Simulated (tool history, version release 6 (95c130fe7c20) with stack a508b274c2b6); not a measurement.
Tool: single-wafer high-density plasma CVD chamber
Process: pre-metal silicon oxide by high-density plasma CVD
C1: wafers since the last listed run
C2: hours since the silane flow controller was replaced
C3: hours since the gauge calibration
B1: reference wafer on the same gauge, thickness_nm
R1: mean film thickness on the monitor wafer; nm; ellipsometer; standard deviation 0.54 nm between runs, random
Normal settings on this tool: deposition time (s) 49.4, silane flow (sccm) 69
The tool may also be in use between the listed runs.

{"run": 1, "hour": 0.0, "deposition time (s)": 54.3, "silane flow (sccm)": 69, "C1": 0, "C2": 3120.8, "C3": 254.2, "B1": 350.767, "R1": 380.614}
{"run": 2, "hour": 13.3, "deposition time (s)": 54.3, "silane flow (sccm)": 69, "C1": 204, "C2": 3134.1, "C3": 267.5, "B1": 350.977, "R1": 381.312}
{"run": 3, "hour": 41.0, "deposition time (s)": 54.3, "silane flow (sccm)": 69, "C1": 426, "C2": 3161.8, "C3": 295.2, "B1": 350.983, "R1": 382.1}
{"run": 4, "hour": 71.6, "deposition time (s)": 49.4, "silane flow (sccm)": 77, "C1": 470, "C2": 3192.4, "C3": 325.8, "B1": 350.846, "R1": 385.621}
{"run": 5, "hour": 96.3, "deposition time (s)": 49.4, "silane flow (sccm)": 77, "C1": 380, "C2": 3217.1, "C3": 350.5, "B1": 350.864, "R1": 386.57}
{"run": 6, "hour": 127.9, "deposition time (s)": 49.4, "silane flow (sccm)": 77, "C1": 486, "C2": 3248.7, "C3": 382.1, "B1": 351.09, "R1": 386.499}
{"run": 7, "hour": 222.6, "deposition time (s)": 49.4, "silane flow (sccm)": 69, "C1": 1457, "C2": 3343.4, "C3": 476.8, "B1": 351.067, "R1": 346.26}
{"run": 8, "hour": 237.8, "deposition time (s)": 49.4, "silane flow (sccm)": 76, "C1": 233, "C2": 3358.6, "C3": 492, "B1": 350.846, "R1": 381.548}
{"run": 9, "hour": 268.8, "deposition time (s)": 49.4, "silane flow (sccm)": 76, "C1": 476, "C2": 3389.6, "C3": 523, "B1": 350.901, "R1": 382.564}
{"run": 10, "hour": 289.1, "deposition time (s)": 53.9, "silane flow (sccm)": 64, "C1": 312, "C2": 3409.9, "C3": 543.3, "B1": 350.943, "R1": 350.863}
{"hour": 327.2, "done": "silane flow controller replaced"}
{"run": 11, "hour": 327.7, "deposition time (s)": 49.4, "silane flow (sccm)": 78, "C1": 470, "C2": 0.5, "C3": 581.9, "B1": 351.07, "R1": 403.07}
{"hour": 327.9, "done": "gauge calibrated"}
{"run": 12, "hour": 356.1, "deposition time (s)": 39.7, "silane flow (sccm)": 73, "C1": 436, "C2": 28.9, "C3": 28.2, "B1": 351.064, "R1": 304.333}
{"run": 13, "hour": 384.2, "deposition time (s)": 52.9, "silane flow (sccm)": 58, "C1": 432, "C2": 57, "C3": 56.3, "B1": 351.123, "R1": 321.837}
{"run": 14, "hour": 404.4, "deposition time (s)": 49.4, "silane flow (sccm)": 69, "C1": 310, "C2": 77.2, "C3": 76.5, "B1": 350.702, "R1": 358.004}
{"run": 15, "hour": 416.6, "deposition time (s)": 53, "silane flow (sccm)": 64, "C1": 187, "C2": 89.4, "C3": 88.7, "B1": 350.957, "R1": 357.37}
{"hour": 439.9, "done": "silane flow controller replaced, repeated, since the last time left the tool worse"}
{"run": 16, "hour": 457.2, "deposition time (s)": 49.4, "silane flow (sccm)": 69, "C1": 501, "C2": 17.3, "C3": 129.3, "B1": 350.887, "R1": 335.527}
{"run": 17, "hour": 485.9, "deposition time (s)": 41.5, "silane flow (sccm)": 63, "C1": 441, "C2": 46, "C3": 158, "B1": 350.895, "R1": 257.943}
{"run": 18, "hour": 507.5, "deposition time (s)": 41.8, "silane flow (sccm)": 78, "C1": 332, "C2": 67.6, "C3": 179.6, "B1": 350.838, "R1": 321.544}
{"run": 19, "hour": 522.4, "deposition time (s)": 49.4, "silane flow (sccm)": 78, "C1": 229, "C2": 82.5, "C3": 194.5, "B1": 351.056, "R1": 380.585}

How the hidden state differs across the entries between the runs, from the last listed run before each to the first after it:
In the gap between runs 10 and 11: silane flow controller replaced (hour 327.2)
  delivered silane flow above the setpoint (%): 4.22 -> 7.29
  measured value less the no-hidden-state value, R1: +14.191 -> +27.387 nm
In the gap between runs 11 and 12: gauge calibrated (hour 327.9)
  delivered silane flow above the setpoint (%): 7.29 -> 7.42
  measured value less the no-hidden-state value, R1: +27.387 -> +21.033 nm
In the gap between runs 15 and 16: silane flow controller replaced, repeated, since the last time left the tool worse (hour 439.9)
  delivered silane flow above the setpoint (%): 7.7 -> 0.862
  measured value less the no-hidden-state value, R1: +25.554 -> +2.867 nm
